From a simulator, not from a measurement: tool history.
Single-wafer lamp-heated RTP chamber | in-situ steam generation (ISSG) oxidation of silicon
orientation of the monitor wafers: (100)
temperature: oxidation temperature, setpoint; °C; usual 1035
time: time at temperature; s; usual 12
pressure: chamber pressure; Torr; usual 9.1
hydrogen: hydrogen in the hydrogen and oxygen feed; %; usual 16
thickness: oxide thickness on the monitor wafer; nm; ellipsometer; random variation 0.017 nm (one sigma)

run   hour  temperature  time  pressure  hydrogen  wafers since the last listed run  wafers since the last pyrometer calibration  hours since the pressure gauge was zeroed  hours since the hydrogen flow controller was replaced  hours since the gauge calibration  read-back reference wafer on the same gauge, thickness  thickness
  1    0.0         1035    12       9.1        16                                 0                                         4885                                     4048.9                                                 4794.4                              100.1                                                   3.955      4.268
  2   13.3         1035    12       9.1        16                               138                                         5023                                     4062.2                                                 4807.7                              113.4                                                   3.953      4.240
  3   29.4         1035    12       9.1        16                               167                                         5190                                     4078.3                                                 4823.8                              129.5                                                   3.945      4.264
  4   38.0         1035    12       9.1        16                                89                                         5280                                     4086.9                                                 4832.4                              138.1                                                   3.949      4.251
  5   49.1         1035    12       9.1        16                               115                                         5395                                     4098.0                                                 4843.5                              149.2                                                   3.954      4.259
  6   62.8         1035    12       9.1        16                               142                                         5537                                     4111.7                                                 4857.2                              162.9                                                   3.955      4.315
  7   75.1         1035    11       9.6        16                               127                                         5665                                     4124.0                                                 4869.5                              175.2                                                   3.954      4.067
  8   91.0         1035    11       9.6        16                               165                                         5830                                     4139.9                                                 4885.4                              191.1                                                   3.947      4.104
     102.1  -- gauge calibrated
  9  107.4         1035    11       9.6        16                               170                                         6000                                     4156.3                                                 4901.8                                5.3                                                   3.944      4.091
 10  134.5         1035    14       9.1        16                               281                                         6281                                     4183.4                                                 4928.9                               32.4                                                   3.952      4.669
 11  152.2         1035    14       9.1        16                               183                                         6465                                     4201.1                                                 4946.6                               50.1                                                   3.954      4.683
 12  162.2         1035    14       9.1        16                               103                                         6569                                     4211.1                                                 4956.6                               60.1                                                   3.947      4.671
 13  175.9         1049    12       9.1        20                               142                                         6711                                     4224.8                                                 4970.3                               73.8                                                   3.952      4.889
 14  189.2         1025    12       9.1        11                               138                                         6849                                     4238.1                                                 4983.6                               87.1                                                   3.949      3.822
 15  197.7         1030     9      10.2        16                                88                                         6937                                     4246.6                                                 4992.1                               95.6                                                   3.945      3.656
     209.0  -- hydrogen flow controller replaced
 16  213.5         1049    12       9.1        16                                80                                         7018                                     4262.4                                                    4.5                              111.4                                                   3.952      4.695
     222.2  -- pyrometer window cleaned and pyrometer calibrated
     235.5  -- pressure gauge zeroed
 17  236.0         1035    12       9.1        16                                67                                           59                                        0.5                                                   27.0                              133.9                                                   3.951      4.158
 18  239.2         1035    12       9.1        16                                33                                           93                                        3.7                                                   30.2                              137.1                                                   3.949      4.199
 19  246.0         1035     8       7.8        16                                70                                          163                                       10.5                                                   37.0                              143.9                                                   3.957      3.425
 20  256.6         1024    10       9.1        21                               110                                          273                                       21.1                                                   47.6                              154.5                                                   3.946      3.863
 21  266.6         1035    12       9.1        11                               103                                          377                                       31.1                                                   57.6                              164.5                                                   3.944      3.811
 22  277.5         1035    12       9.1        16                               113                                          490                                       42.0                                                   68.5                              175.4                                                   3.951      4.186
 23  287.5         1035     9       8.2        20                               103                                          594                                       52.0                                                   78.5                              185.4                                                   3.952      3.869
     292.4  -- gauge calibrated
 24  297.9         1035    12       9.1        16                               107                                          702                                       62.4                                                   88.9                                5.5                                                   3.954      4.176

What the log doesn't show, run by run:
true pressure minus gauge reading, Torr: 0 in every run
deviation of the hydrogen flow from its setpoint, %: 0 in every run
gauge reads high (%): 0 in every run
H1: true wafer temperature minus pyrometer reading, K
run     H1
  1    5.6
  2   5.91
  3   6.29
  4    6.5
  5   6.78
  6   7.13
  7   7.45
  8   7.87
  9   8.32
 10    9.1
 11   9.62
 12   9.93
 13   10.4
 14   10.8
 15     11
 16   11.6
 17  0.676
 18  0.678
 19  0.685
 20    0.7
 21  0.719
 22  0.745
 23  0.774
 24  0.809
